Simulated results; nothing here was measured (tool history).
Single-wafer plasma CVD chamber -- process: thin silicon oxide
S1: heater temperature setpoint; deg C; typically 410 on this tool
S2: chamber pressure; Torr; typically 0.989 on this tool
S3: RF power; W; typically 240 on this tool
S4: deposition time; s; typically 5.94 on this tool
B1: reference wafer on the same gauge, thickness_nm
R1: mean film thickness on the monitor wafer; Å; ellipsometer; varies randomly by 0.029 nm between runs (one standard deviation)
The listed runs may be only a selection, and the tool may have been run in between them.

run,hour,S1,S2,S3,S4,B1,R1
1,0.0,410,0.989,270,5.94,11.699,120.36
2,4.7,410,0.989,270,5.94,11.704,121.52
3,21.4,405,0.989,240,5.94,11.702,114.83
4,51.8,410,0.989,240,5.94,11.693,114.56
5,73.7,410,0.989,240,5.94,11.703,114.47
6,81.6,410,0.989,240,5.94,11.706,114.49
7,94.0,416,0.989,195,5.94,11.692,103.04
8,109.1,410,0.790,240,6.66,11.704,111.78
9,121.7,400,1.165,195,6.41,11.696,122.47
10,132.4,401,0.989,240,5.94,11.706,114.75
11,146.1,419,1.100,210,5.49,11.698,104.12
12,157.0,402,0.989,240,5.94,11.699,115.22
13,163.9,421,0.989,240,6.95,11.700,133.23
14,170.5,410,1.215,240,5.94,11.699,126.70
15,188.9,397,0.915,240,5.11,11.698,98.43
16,193.0,410,1.127,255,5.94,11.694,131.10
17,206.4,397,0.989,240,5.94,11.703,119.71
18,222.7,410,0.989,240,5.94,11.703,118.66
19,229.7,410,0.989,220,5.54,11.700,105.99
20,240.3,410,0.989,240,5.94,11.704,118.80
21,257.0,410,0.989,240,5.94,11.702,118.51
22,282.3,410,1.055,240,5.94,11.703,122.19
23,300.0,410,0.989,240,5.94,11.693,118.06
24,312.9,397,0.915,240,5.11,11.700,97.60
25,321.8,410,0.840,240,5.94,11.697,106.69
26,331.6,410,0.989,240,5.94,11.699,117.39
27,341.8,403,0.744,195,5.94,11.701,88.94
28,355.8,418,1.137,225,6.72,11.703,137.92
29,399.8,410,0.989,220,4.83,11.701,91.66
30,411.8,410,0.989,285,5.94,11.690,126.77

Between the runs listed above, the log contained 3 entries, not reproduced here. Where in the sequence does each belong, and how does what the log doesn't record of the tool's condition differ from the listed run before to the listed run after?
In the gap between runs 2 and 3: capacitance manometer re-zeroed and calibrated (hour 14.3)
  delivered RF power above the setpoint (%): -8.45 -> -8.47
  measured less the result without the state, R1: -4.84 -> -4.83 Å
In the gap between runs 4 and 5: thermocouple changed; heater temperature recalibrated (hour 73.2)
  delivered RF power above the setpoint (%): -8.5 -> -8.51
  measured less the result without the state, R1: -4.84 -> -4.84 Å
In the gap between runs 14 and 15: RF generator calibrated (hour 188.4)
  delivered RF power above the setpoint (%): -8.59 -> -0.796
  measured less the result without the state, R1: -5.41 -> -0.37 Å
